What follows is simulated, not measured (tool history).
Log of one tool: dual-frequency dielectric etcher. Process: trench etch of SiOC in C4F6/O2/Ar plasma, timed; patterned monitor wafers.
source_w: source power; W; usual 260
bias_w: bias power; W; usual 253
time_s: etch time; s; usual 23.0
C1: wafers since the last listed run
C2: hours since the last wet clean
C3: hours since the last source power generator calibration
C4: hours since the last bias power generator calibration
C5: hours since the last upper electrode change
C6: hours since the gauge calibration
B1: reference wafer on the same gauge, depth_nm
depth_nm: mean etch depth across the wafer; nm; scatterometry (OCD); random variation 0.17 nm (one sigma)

Run 1, hour 0.0: usual settings but time_s 17.5 s; C1 0; C2 27.4; C3 1383.4; C4 2164.5; C5 1172.8; C6 106.8; B1 52.22. Result: depth_nm 33.90 nm.
Run 2, hour 55.5: usual settings but source_w 230 W; C1 575; C2 82.9; C3 1438.9; C4 2220.0; C5 1228.3; C6 162.3; B1 52.23. Result: depth_nm 41.06 nm.
Run 3, hour 98.8: usual settings but bias_w 275 W, time_s 25.0 s; C1 448; C2 126.2; C3 1482.2; C4 2263.3; C5 1271.6; C6 205.6; B1 52.19. Result: depth_nm 50.09 nm.
Run 4, hour 131.7: usual settings but bias_w 275 W, time_s 25.0 s; C1 340; C2 159.1; C3 1515.1; C4 2296.2; C5 1304.5; C6 238.5; B1 52.22. Result: depth_nm 49.78 nm.
Run 5, hour 201.8: usual settings; C1 726; C2 229.2; C3 1585.2; C4 2366.3; C5 1374.6; C6 308.6; B1 52.23. Result: depth_nm 44.44 nm.
Run 6, hour 263.2: usual settings; C1 636; C2 290.6; C3 1646.6; C4 2427.7; C5 1436.0; C6 370.0; B1 52.26. Result: depth_nm 44.52 nm.
Run 7, hour 363.1: usual settings; C1 1035; C2 390.5; C3 1746.5; C4 2527.6; C5 1535.9; C6 469.9; B1 52.23. Result: depth_nm 44.99 nm.
At hour 403.1: wet clean of the chamber.
Run 8, hour 411.5: usual settings; C1 252; C2 8.4; C3 1794.9; C4 2576.0; C5 1584.3; C6 518.3; B1 52.15. Result: depth_nm 44.59 nm.
Run 9, hour 477.2: usual settings; C1 680; C2 74.1; C3 1860.6; C4 2641.7; C5 1650.0; C6 584.0; B1 52.16. Result: depth_nm 44.81 nm.
Run 10, hour 548.2: usual settings; C1 735; C2 145.1; C3 1931.6; C4 2712.7; C5 1721.0; C6 655.0; B1 52.22. Result: depth_nm 44.82 nm.
Run 11, hour 612.1: usual settings; C1 662; C2 209.0; C3 1995.5; C4 2776.6; C5 1784.9; C6 718.9; B1 52.21. Result: depth_nm 44.82 nm.
Run 12, hour 661.4: usual settings; C1 510; C2 258.3; C3 2044.8; C4 2825.9; C5 1834.2; C6 768.2; B1 52.20. Result: depth_nm 44.88 nm.
At hour 698.2: source power generator calibrated.
Run 13, hour 725.1: usual settings; C1 618; C2 322.0; C3 26.9; C4 2889.6; C5 1897.9; C6 831.9; B1 52.20. Result: depth_nm 44.02 nm.
At hour 795.8: wet clean of the chamber.
Run 14, hour 796.3: usual settings but source_w 220 W; C1 489; C2 0.5; C3 98.1; C4 2960.8; C5 1969.1; C6 903.1; B1 52.19. Result: depth_nm 39.78 nm.
Run 15, hour 840.6: usual settings but source_w 220 W, bias_w 301 W; C1 459; C2 44.8; C3 142.4; C4 3005.1; C5 2013.4; C6 947.4; B1 52.17. Result: depth_nm 43.17 nm.
At hour 890.0: bias power generator calibrated.
Run 16, hour 907.5: usual settings but time_s 27.5 s; C1 651; C2 111.7; C3 209.3; C4 17.5; C5 2080.3; C6 1014.3; B1 52.18. Result: depth_nm 52.87 nm.
Run 17, hour 972.5: usual settings but source_w 220 W, bias_w 277 W, time_s 20.0 s; C1 673; C2 176.7; C3 274.3; C4 82.5; C5 2145.3; C6 1079.3; B1 52.20. Result: depth_nm 36.08 nm.
At hour 1030.5: upper electrode replaced.
Run 18, hour 1031.0: usual settings; C1 357; C2 235.2; C3 332.8; C4 141.0; C5 0.5; C6 1137.8; B1 52.22. Result: depth_nm 44.05 nm.
Run 19, hour 1061.4: usual settings but source_w 230 W, bias_w 216 W, time_s 19.0 s; C1 314; C2 265.6; C3 363.2; C4 171.4; C5 30.9; C6 1168.2; B1 52.23. Result: depth_nm 31.52 nm.
At hour 1086.8: gauge calibrated.
Run 20, hour 1090.1: usual settings but source_w 290 W, bias_w 207 W; C1 297; C2 294.3; C3 391.9; C4 200.1; C5 59.6; C6 3.3; B1 52.22. Result: depth_nm 42.92 nm.
Run 21, hour 1136.7: usual settings; C1 482; C2 340.9; C3 438.5; C4 246.7; C5 106.2; C6 49.9; B1 52.19. Result: depth_nm 44.07 nm.
At hour 1190.5: wet clean of the chamber.
Run 22, hour 1191.0: usual settings but bias_w 275 W, time_s 25.0 s; C1 313; C2 0.5; C3 492.8; C4 301.0; C5 160.5; C6 104.2; B1 52.17. Result: depth_nm 49.82 nm.
Run 23, hour 1220.8: usual settings but source_w 210 W, time_s 20.0 s; C1 308; C2 30.3; C3 522.6; C4 330.8; C5 190.3; C6 134.0; B1 52.15. Result: depth_nm 33.71 nm.
Run 24, hour 1248.6: usual settings but bias_w 315 W, time_s 25.5 s; C1 288; C2 58.1; C3 550.4; C4 358.6; C5 218.1; C6 161.8; B1 52.23. Result: depth_nm 53.85 nm.
Run 25, hour 1318.7: usual settings but bias_w 217 W; C1 726; C2 128.2; C3 620.5; C4 428.7; C5 288.2; C6 231.9; B1 52.14. Result: depth_nm 41.52 nm.
Run 26, hour 1475.9: usual settings but source_w 280 W, bias_w 305 W, time_s 29.0 s; C1 1628; C2 285.4; C3 777.7; C4 585.9; C5 445.4; C6 389.1; B1 52.19. Result: depth_nm 63.31 nm.
Run 27, hour 1534.4: usual settings; C1 606; C2 343.9; C3 836.2; C4 644.4; C5 503.9; C6 447.6; B1 52.22. Result: depth_nm 44.16 nm.
At hour 1571.0: wet clean of the chamber.
Run 28, hour 1581.2: usual settings but source_w 210 W, bias_w 314 W; C1 236; C2 10.2; C3 883.0; C4 691.2; C5 550.7; C6 494.4; B1 52.23. Result: depth_nm 42.93 nm.
Run 29, hour 1650.5: usual settings; C1 718; C2 79.5; C3 952.3; C4 760.5; C5 620.0; C6 563.7; B1 52.17. Result: depth_nm 44.37 nm.
Run 30, hour 1713.1: usual settings but source_w 300 W; C1 648; C2 142.1; C3 1014.9; C4 823.1; C5 682.6; C6 626.3; B1 52.17. Result: depth_nm 48.14 nm.

Forecast each of these 4 alternatives for the next run:
Run A, hour 1713.5: usual settings; C1 4; C2 142.5; C3 1015.3; C4 823.5; C5 683.0; C6 626.7; B1 ?. Result: depth_nm ?.
Run B, hour 1713.5: usual settings but source_w 210 W, bias_w 197 W, time_s 27.5 s; C1 4; C2 142.5; C3 1015.3; C4 823.5; C5 683.0; C6 626.7; B1 ?. Result: depth_nm ?.
Run C, hour 1713.5: usual settings but source_w 290 W, bias_w 307 W, time_s 29.0 s; C1 4; C2 142.5; C3 1015.3; C4 823.5; C5 683.0; C6 626.7; B1 ?. Result: depth_nm ?.
Run D, hour 1713.5: usual settings but source_w 210 W; C1 4; C2 142.5; C3 1015.3; C4 823.5; C5 683.0; C6 626.7; B1 ?. Result: depth_nm ?.

run     B1  depth_nm
  A  52.20     44.19
  B  52.20     41.56
  C  52.20     64.31
  D  52.20     38.88
Without the tool's hidden state the same runs would have given:
run  depth_nm
  A     43.92
  B     41.31
  C     63.94
  D     38.65
